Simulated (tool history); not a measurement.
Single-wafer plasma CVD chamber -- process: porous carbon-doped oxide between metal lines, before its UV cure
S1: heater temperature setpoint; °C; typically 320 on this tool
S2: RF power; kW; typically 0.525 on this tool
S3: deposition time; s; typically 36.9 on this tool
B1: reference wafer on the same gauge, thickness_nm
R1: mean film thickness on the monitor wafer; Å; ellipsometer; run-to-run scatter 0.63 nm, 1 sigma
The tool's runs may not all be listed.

run	hour	S1	S2	S3	B1	R1
1	0.0	320	0.525	36.9	245.070	2055.56
2	8.6	320	0.525	36.9	244.897	2045.71
3	18.1	313	0.525	36.9	244.818	2157.69
4	27.9	313	0.525	32.1	244.992	1872.65
5	37.4	313	0.525	32.1	244.792	1864.66
6	47.9	313	0.525	32.1	245.000	1876.42
7	63.3	320	0.525	36.9	244.907	2057.65
8	116.2	320	0.525	36.9	245.207	2068.07
9	127.8	313	0.525	32.1	244.885	1881.92
10	142.7	320	0.445	30.4	244.789	1447.08
11	152.6	315	0.525	34.8	244.508	2008.88
12	159.8	328	0.550	34.0	244.814	1902.57
13	166.2	334	0.565	31.0	244.544	1716.25
14	175.4	325	0.430	42.3	244.917	1878.73
15	182.1	334	0.565	31.0	245.116	1722.88
16	189.1	309	0.475	31.2	244.946	1702.68

Not shown here: 4 entries made in the log between runs. Locate each between two listed runs and compare the hidden state at the listed run before it with the hidden state at the listed run after it:
In the gap between runs 6 and 7: showerhead replaced (hour 62.2)
  the hidden state is the same at both runs
In the gap between runs 7 and 8: thermocouple changed; heater temperature recalibrated (hour 97.0); RF generator calibrated (hour 110.7)
  the hidden state is the same at both runs
In the gap between runs 8 and 9: gauge calibrated (hour 122.9)
  the hidden state is the same at both runs
